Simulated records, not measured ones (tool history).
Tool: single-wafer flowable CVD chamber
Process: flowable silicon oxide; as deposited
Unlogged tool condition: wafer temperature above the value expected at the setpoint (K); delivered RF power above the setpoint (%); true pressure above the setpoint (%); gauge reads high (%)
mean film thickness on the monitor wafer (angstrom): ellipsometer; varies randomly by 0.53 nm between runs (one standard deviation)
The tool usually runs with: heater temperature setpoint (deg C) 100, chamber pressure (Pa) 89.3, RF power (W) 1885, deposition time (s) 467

run	hour	heater temperature setpoint (deg C)	chamber pressure (Pa)	RF power (W)	deposition time (s)	wafers since the last listed run	hours since the last thermocouple change	hours since the last RF generator calibration	hours since the last manometer calibration	hours since the showerhead was replaced	hours since the gauge calibration	read-back reference wafer on the same gauge, thickness_nm	mean film thickness on the monitor wafer (angstrom)
1	0.0	100	78.4	1885	467	0	392.3	1728.9	982.7	7357.6	1583.8	247.869	2166.23
2	58.6	100	78.4	1885	467	187	450.9	1787.5	1041.3	7416.2	1642.4	248.082	2165.15
3	111.6	100	89.3	1885	467	169	503.9	1840.5	1094.3	7469.2	1695.4	247.902	2461.81
# hour 135.4: capacitance manometer re-zeroed and calibrated
4	141.3	108	89.3	1885	403	69	533.6	1870.2	5.9	7498.9	1725.1	247.979	1566.34
# hour 237.7: showerhead replaced
5	248.8	108	89.3	1885	403	317	641.1	1977.7	113.4	11.1	1832.6	247.964	1555.92
6	284.1	100	89.3	2175	467	112	676.4	2013.0	148.7	46.4	1867.9	248.022	2532.18
7	314.7	100	89.3	2145	467	97	707.0	2043.6	179.3	77.0	1898.5	247.935	2516.54
8	391.0	100	89.3	2145	467	243	783.3	2119.9	255.6	153.3	1974.8	247.988	2528.35
9	428.6	108	89.3	1730	491	120	820.9	2157.5	293.2	190.9	2012.4	247.890	1862.52
10	456.7	100	89.3	1705	467	89	849.0	2185.6	321.3	219.0	2040.5	248.054	2388.50
11	588.3	100	89.3	1885	467	420	980.6	2317.2	452.9	350.6	2172.1	247.958	2452.42
12	630.4	100	103.2	2185	416	134	1022.7	2359.3	495.0	392.7	2214.2	247.917	2597.63
# hour 661.4: RF generator calibrated
# hour 682.9: gauge calibrated
13	701.1	91	71.7	2115	425	200	1093.4	39.7	565.7	463.4	18.2	248.101	2620.16
14	757.8	106	78.5	1780	408	181	1150.1	96.4	622.4	520.1	74.9	248.026	1498.87
15	797.0	100	89.3	1885	467	125	1189.3	135.6	661.6	559.3	114.1	248.076	2479.66
16	848.1	85	89.3	1560	400	163	1240.4	186.7	712.7	610.4	165.2	247.886	3465.98
17	910.9	100	98.5	1885	504	200	1303.2	249.5	775.5	673.2	228.0	247.955	2940.80
18	968.9	100	89.3	1620	467	185	1361.2	307.5	833.5	731.2	286.0	248.088	2368.30
# hour 986.7: thermocouple changed; heater temperature recalibrated
19	1025.9	100	75.5	1740	540	156	39.2	364.5	890.5	788.2	343.0	247.884	2381.81
20	1180.0	113	69.1	2235	530	492	193.3	518.6	1044.6	942.3	497.1	247.930	1395.73
# hour 1191.0: capacitance manometer re-zeroed and calibrated
21	1250.0	100	89.3	1885	467	198	263.3	588.6	59.0	1012.3	567.1	248.032	2472.93
22	1276.9	94	101.3	1570	467	85	290.2	615.5	85.9	1039.2	594.0	248.101	3332.11
23	1303.9	100	89.3	1885	467	86	317.2	642.5	112.9	1066.2	621.0	247.928	2470.24
24	1331.8	100	89.3	1790	467	89	345.1	670.4	140.8	1094.1	648.9	247.996	2433.52
25	1383.5	100	89.3	1885	543	165	396.8	722.1	192.5	1145.8	700.6	248.062	2876.02
26	1426.3	100	89.3	2190	543	136	439.6	764.9	235.3	1188.6	743.4	248.019	2963.63
27	1455.1	108	89.3	1730	491	92	468.4	793.7	264.1	1217.4	772.2	248.120	1870.10
28	1508.2	100	83.5	1885	387	169	521.5	846.8	317.2	1270.5	825.3	248.133	1920.85
29	1549.7	100	78.3	1885	467	132	563.0	888.3	358.7	1312.0	866.8	247.893	2178.55

3 options for the next run, each taken on its own from the tool as it stands now. Forecast them:
A	1550.2	100	89.3	1885	440	1	563.5	888.8	359.2	1312.5	867.3	?	?
B	1550.2	104	89.3	1885	467	1	563.5	888.8	359.2	1312.5	867.3	?	?
C	1550.2	100	74.5	1885	467	1	563.5	888.8	359.2	1312.5	867.3	?	?

run	read-back reference wafer on the same gauge, thickness_nm	mean film thickness on the monitor wafer (angstrom)
A	248.009	2317.85
B	248.009	2108.69
C	248.009	2066.73
The same runs, with their run-to-run variation unchanged, on a tool lacking any hidden condition would have given:
run	mean film thickness on the monitor wafer (angstrom)
A	2322.97
B	2113.34
C	2071.29
